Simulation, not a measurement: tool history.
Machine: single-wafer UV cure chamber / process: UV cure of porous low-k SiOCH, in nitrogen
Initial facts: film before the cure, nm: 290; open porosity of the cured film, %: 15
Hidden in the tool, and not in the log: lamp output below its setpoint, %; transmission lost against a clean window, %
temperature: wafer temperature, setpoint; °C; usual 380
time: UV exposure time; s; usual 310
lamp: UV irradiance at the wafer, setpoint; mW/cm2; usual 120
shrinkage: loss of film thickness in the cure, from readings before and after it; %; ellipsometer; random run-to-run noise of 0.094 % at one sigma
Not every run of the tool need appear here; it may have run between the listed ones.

run,hour,temperature,time,lamp,wafers since the last listed run,hours since the UV bulbs were replaced,wafers since the quartz window was cleaned,shrinkage
1,0,380,310,120,0,1925.7,825,9.775
2,87.3,380,310,120,440,2013,1265,9.734
3,164.4,380,310,120,388,2090.1,1654,9.452
4,269.6,380,310,120,530,2195.3,2184,9.349
5,337.9,380,310,120,344,2263.6,2528,9.313
6,409,380,310,120,358,2334.7,2887,9.296
7,467.4,380,375,120,294,2393.1,3181,9.986
8,527.4,380,375,120,302,2453.1,3484,9.844
9,575.6,380,165,93,242,2501.3,3727,5.905
# hour 620.6: UV bulbs replaced
10,649.8,380,310,120,333,29.2,4060,11.188
11,728.2,380,310,83,395,107.6,4456,9.849
# hour 777.7: quartz window cleaned
12,790.2,380,310,120,272,169.6,62,11.218
13,892.4,380,195,94,515,271.8,578,8.354
14,943.4,370,125,133,257,322.8,835,7.873
15,986.1,380,310,133,215,365.5,1050,11.461
16,1060.6,395,230,82,375,440,1426,8.72
17,1166.7,380,470,120,534,546.1,1960,12.648
18,1277.6,360,370,83,559,657,2520,9.666

Each row is a separate what-if for the run after 18, all from the same tool condition, not one after another. Results?
A,1278.1,380,310,120,2,657.5,2522,?
B,1278.1,397,200,143,2,657.5,2522,?
C,1278.1,394,310,120,2,657.5,2522,?
D,1278.1,380,310,94,2,657.5,2522,?

run,shrinkage
A,11.026
B,10.231
C,11.256
D,10.034
The same runs, with their run-to-run variation unchanged, on a tool lacking any hidden condition would have given:
run,shrinkage
A,11.611
B,10.805
C,11.844
D,10.605
